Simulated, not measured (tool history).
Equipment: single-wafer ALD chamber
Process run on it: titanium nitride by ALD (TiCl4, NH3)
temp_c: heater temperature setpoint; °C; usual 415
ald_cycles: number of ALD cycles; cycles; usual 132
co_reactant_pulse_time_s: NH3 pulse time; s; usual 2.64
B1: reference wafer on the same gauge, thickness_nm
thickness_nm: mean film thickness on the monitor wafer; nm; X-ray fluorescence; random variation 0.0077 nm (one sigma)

run 1 hour=0 | temp_c=415 ald_cycles=132 co_reactant_pulse_time_s=2.64 | B1=2.668 | thickness_nm=3.066
run 2 hour=13.3 | temp_c=415 ald_cycles=132 co_reactant_pulse_time_s=2.64 | B1=2.671 | thickness_nm=3.074
run 3 hour=47 | temp_c=415 ald_cycles=132 co_reactant_pulse_time_s=2.64 | B1=2.674 | thickness_nm=3.071
run 4 hour=64.2 | temp_c=415 ald_cycles=132 co_reactant_pulse_time_s=2.64 | B1=2.672 | thickness_nm=3.083
run 5 hour=86.7 | temp_c=415 ald_cycles=132 co_reactant_pulse_time_s=2.64 | B1=2.666 | thickness_nm=3.072
run 6 hour=119.2 | temp_c=415 ald_cycles=132 co_reactant_pulse_time_s=2.06 | B1=2.67 | thickness_nm=3.045
run 7 hour=131.3 | temp_c=415 ald_cycles=132 co_reactant_pulse_time_s=2.06 | B1=2.674 | thickness_nm=3.041
run 8 hour=158.8 | temp_c=415 ald_cycles=132 co_reactant_pulse_time_s=2.64 | B1=2.668 | thickness_nm=3.071
run 9 hour=172.9 | temp_c=415 ald_cycles=132 co_reactant_pulse_time_s=2.64 | B1=2.672 | thickness_nm=3.079
run 10 hour=205.9 | temp_c=415 ald_cycles=132 co_reactant_pulse_time_s=2.64 | B1=2.671 | thickness_nm=3.076
run 11 hour=232.2 | temp_c=415 ald_cycles=132 co_reactant_pulse_time_s=2.37 | B1=2.672 | thickness_nm=3.08
run 12 hour=307.8 | temp_c=415 ald_cycles=132 co_reactant_pulse_time_s=2.97 | B1=2.671 | thickness_nm=3.094
run 13 hour=334.7 | temp_c=424 ald_cycles=132 co_reactant_pulse_time_s=2.64 | B1=2.668 | thickness_nm=3.087
run 14 hour=355.4 | temp_c=419 ald_cycles=123 co_reactant_pulse_time_s=2.64 | B1=2.671 | thickness_nm=2.88
run 15 hour=386.6 | temp_c=419 ald_cycles=123 co_reactant_pulse_time_s=2.64 | B1=2.672 | thickness_nm=2.872
-- hour=401.2 thermocouple changed; heater temperature recalibrated
run 16 hour=421.9 | temp_c=422 ald_cycles=132 co_reactant_pulse_time_s=2.64 | B1=2.671 | thickness_nm=3.096
run 17 hour=450.4 | temp_c=422 ald_cycles=132 co_reactant_pulse_time_s=2.64 | B1=2.667 | thickness_nm=3.077
run 18 hour=484.6 | temp_c=430 ald_cycles=132 co_reactant_pulse_time_s=2.64 | B1=2.67 | thickness_nm=3.078
run 19 hour=510.9 | temp_c=424 ald_cycles=158 co_reactant_pulse_time_s=3.56 | B1=2.672 | thickness_nm=3.711
run 20 hour=527.9 | temp_c=415 ald_cycles=132 co_reactant_pulse_time_s=2.64 | B1=2.67 | thickness_nm=3.084
run 21 hour=559.5 | temp_c=411 ald_cycles=107 co_reactant_pulse_time_s=3.49 | B1=2.67 | thickness_nm=2.51
run 22 hour=578.3 | temp_c=403 ald_cycles=152 co_reactant_pulse_time_s=3.02 | B1=2.668 | thickness_nm=3.565
-- hour=590.7 gauge calibrated
run 23 hour=597.9 | temp_c=421 ald_cycles=148 co_reactant_pulse_time_s=1.82 | B1=2.67 | thickness_nm=3.409
run 24 hour=631 | temp_c=415 ald_cycles=132 co_reactant_pulse_time_s=2.64 | B1=2.67 | thickness_nm=3.078
-- hour=653.2 showerhead replaced
run 25 hour=653.7 | temp_c=415 ald_cycles=132 co_reactant_pulse_time_s=2.64 | B1=2.672 | thickness_nm=3.072
run 26 hour=670.1 | temp_c=425 ald_cycles=132 co_reactant_pulse_time_s=2.64 | B1=2.666 | thickness_nm=3.079
run 27 hour=689.6 | temp_c=420 ald_cycles=124 co_reactant_pulse_time_s=3.38 | B1=2.671 | thickness_nm=2.909
run 28 hour=716.6 | temp_c=415 ald_cycles=151 co_reactant_pulse_time_s=2.64 | B1=2.67 | thickness_nm=3.536
run 29 hour=749.6 | temp_c=415 ald_cycles=132 co_reactant_pulse_time_s=2.18 | B1=2.671 | thickness_nm=3.073
run 30 hour=771.6 | temp_c=415 ald_cycles=132 co_reactant_pulse_time_s=2.64 | B1=2.668 | thickness_nm=3.075
run 31 hour=805.6 | temp_c=409 ald_cycles=142 co_reactant_pulse_time_s=1.74 | B1=2.671 | thickness_nm=3.255
run 32 hour=823.2 | temp_c=415 ald_cycles=132 co_reactant_pulse_time_s=2.64 | B1=2.671 | thickness_nm=3.08
run 33 hour=837.9 | temp_c=426 ald_cycles=121 co_reactant_pulse_time_s=2.34 | B1=2.669 | thickness_nm=2.807
run 34 hour=859.3 | temp_c=410 ald_cycles=132 co_reactant_pulse_time_s=2.64 | B1=2.671 | thickness_nm=3.066
run 35 hour=879.1 | temp_c=415 ald_cycles=121 co_reactant_pulse_time_s=1.88 | B1=2.67 | thickness_nm=2.78

Exercise: give the hidden state of the tool at every run:
wafer temperature above the value expected at the setpoint (K): 0 in every run
gauge reads high (%): 0 in every run
